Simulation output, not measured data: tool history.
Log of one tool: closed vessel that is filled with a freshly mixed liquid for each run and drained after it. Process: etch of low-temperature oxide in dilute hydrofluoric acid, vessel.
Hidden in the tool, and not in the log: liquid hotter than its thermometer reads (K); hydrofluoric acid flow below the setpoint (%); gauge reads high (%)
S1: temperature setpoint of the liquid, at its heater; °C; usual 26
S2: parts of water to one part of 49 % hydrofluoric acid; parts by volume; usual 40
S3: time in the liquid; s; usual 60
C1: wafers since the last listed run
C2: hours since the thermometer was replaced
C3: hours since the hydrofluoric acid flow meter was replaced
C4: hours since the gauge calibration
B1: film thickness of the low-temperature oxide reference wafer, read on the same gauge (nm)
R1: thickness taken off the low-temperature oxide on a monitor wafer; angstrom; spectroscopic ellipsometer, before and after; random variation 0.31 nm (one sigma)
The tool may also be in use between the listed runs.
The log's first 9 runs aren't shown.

run,hour,S1,S2,S3,C1,C2,C3,C4,B1,R1
10,597.9,26,40,60,5009,364.7,889.5,1659.7,59.98,413.7
# hour 600.7: hydrofluoric acid flow meter replaced
11,703,27.5,40,60,10577,469.8,102.3,1764.8,59.98,450
12,753,23.5,40,60,5080,519.8,152.3,1814.8,60.01,381.3
13,855.4,26,20,60,10404,622.2,254.7,1917.2,60.02,872
14,893.5,26,40,30,3871,660.3,292.8,1955.3,60,211.2
15,960.2,22.5,25,60,6777,727,359.5,2022,60.03,601.1
16,1004.5,29.5,30,30,4501,771.3,403.8,2066.3,60.01,329.1
17,1070.1,29.5,30,30,6665,836.9,469.4,2131.9,60.01,332.5
18,1131.9,28.5,60,80,6279,898.7,531.2,2193.7,59.97,405.1
19,1198.4,26,40,60,6757,965.2,597.7,2260.2,60.01,426.2
20,1269.4,24,50,45,7214,1036.2,668.7,2331.2,60.04,236.2
# hour 1315.7: hydrofluoric acid flow meter replaced
21,1316.2,21,40,50,4653,1083,0.5,2378,59.98,292.4
22,1362.8,26,40,60,4735,1129.6,47.1,2424.6,60,431.3
# hour 1377.1: gauge calibrated
23,1410.9,28.5,45,60,4887,1177.7,95.2,33.8,60.03,422.3

Forecast run 24:
24,1495.2,26,55,60,8565,1262,179.5,118.1,?,?

Run 24 gave B1 60.05, R1 310.9 angstrom.
Without the tool's hidden state the same run would have given R1 288.2 angstrom.
